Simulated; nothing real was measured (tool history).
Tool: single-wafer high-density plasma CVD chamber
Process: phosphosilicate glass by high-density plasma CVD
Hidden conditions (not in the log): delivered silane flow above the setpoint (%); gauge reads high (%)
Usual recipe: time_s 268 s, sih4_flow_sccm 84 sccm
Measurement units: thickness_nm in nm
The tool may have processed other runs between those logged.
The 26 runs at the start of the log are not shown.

| run | hour | time_s | sih4_flow_sccm | wafers since the last listed run | hours since the silane flow controller was replaced | hours since the gauge calibration | read-back reference wafer on the same gauge, thickness_nm | thickness_nm |
|---|---|---|---|---|---|---|---|---|
| 27 | 756.2 | 254 | 91 | 229 | 101.0 | 447.1 | 2698.079 | 2458.525 |
| 28 | 787.6 | 320 | 73 | 236 | 132.4 | 478.5 | 2697.668 | 2503.204 |
| 29 | 816.0 | 303 | 74 | 213 | 160.8 | 506.9 | 2702.666 | 2385.227 |
| 30 | 837.0 | 268 | 84 | 158 | 181.8 | 527.9 | 2702.346 | 2399.512 |
| 31 | 856.9 | 242 | 73 | 149 | 201.7 | 547.8 | 2699.094 | 1877.553 |
| 32 | 872.3 | 268 | 79 | 115 | 217.1 | 563.2 | 2700.663 | 2236.696 |
| 33 | 902.7 | 234 | 78 | 228 | 247.5 | 593.6 | 2700.444 | 1946.599 |
| 34 | 938.4 | 268 | 84 | 268 | 283.2 | 629.3 | 2697.566 | 2398.693 |

5 options for the next run, each taken on its own from the tool as it stands now. Forecast them:
| A | 938.9 | 268 | 84 | 3 | 283.7 | 629.8 | ? | ? |
| B | 938.9 | 306 | 84 | 3 | 283.7 | 629.8 | ? | ? |
| C | 938.9 | 321 | 78 | 3 | 283.7 | 629.8 | ? | ? |
| D | 938.9 | 288 | 84 | 3 | 283.7 | 629.8 | ? | ? |
| E | 938.9 | 288 | 100 | 3 | 283.7 | 629.8 | ? | ? |

| run | read-back reference wafer on the same gauge, thickness_nm | thickness_nm |
|---|---|---|
| A | 2699.461 | 2400.583 |
| B | 2699.461 | 2740.964 |
| C | 2699.461 | 2673.117 |
| D | 2699.461 | 2579.731 |
| E | 2699.461 | 3063.518 |
With no hidden state in the tool, these same runs would have given:
| run | thickness_nm |
|---|---|
| A | 2386.181 |
| B | 2724.521 |
| C | 2657.081 |
| D | 2564.255 |
| E | 3045.140 |
